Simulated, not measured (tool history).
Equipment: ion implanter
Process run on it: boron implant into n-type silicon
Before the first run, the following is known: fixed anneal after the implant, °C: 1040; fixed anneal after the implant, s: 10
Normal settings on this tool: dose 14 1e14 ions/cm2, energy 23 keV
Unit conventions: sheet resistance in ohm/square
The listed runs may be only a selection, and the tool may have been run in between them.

run	hour	dose	energy	wafers since the last listed run	hours since the last dose calibration	hours since the extraction supply was calibrated	hours since the gauge calibration	read-back reference wafer on the same gauge, sheet resistance	sheet resistance
1	0	14	26.5	0	549.8	3874.3	701.8	100.47	97.26
2	243.6	14	23	3087	793.4	4117.9	945.4	100.37	98.93
3	281.2	14	23	476	831	4155.5	983	100.59	98.73
4	327	10.65	23	580	876.8	4201.3	1028.8	100.63	123.3
5	382.7	10.65	23	706	932.5	4257	1084.5	100.54	123.72
6	469	14	23	1093	1018.8	4343.3	1170.8	100.48	98.47
# hour 573.6: Faraday cup replaced and dose calibrated
7	575.4	14	23	1247	1.8	4449.7	1277.2	100.56	96.63
8	643.6	14	23	864	70	4517.9	1345.4	100.4	97.42
# hour 690.1: gauge calibrated
9	692.5	18.03	26.5	619	118.9	4566.8	2.4	100.52	79.01
# hour 740.7: extraction supply calibrated
10	790.8	12.04	23	1144	217.2	50.1	100.7	100.51	110.35
11	868.4	10.16	18.5	983	294.8	127.7	178.3	100.61	130.66
12	943.9	14	23	957	370.3	203.2	253.8	100.55	98.28
13	1042.2	10.64	16	1246	468.6	301.5	352.1	100.69	128.14
14	1143.2	14	23	1280	569.6	402.5	453.1	100.55	98.68

Measured less the same run without the tool's hidden state. The same run-to-run variation is in both; the gauge's scatter may not be:
Hidden conditions of the tool in this case: deviation of the true dose from the Faraday cup's reading, %; deviation of the true energy from its setpoint, %; gauge reads high (%).
run	sheet resistance
1	+1.75
2	+1.99
3	+2.02
4	+2.72
5	+2.77
6	+2.11
7	+0.27
8	+0.61
9	+0.61
10	+1.37
11	+1.98
12	+1.57
13	+2.37
14	+1.93
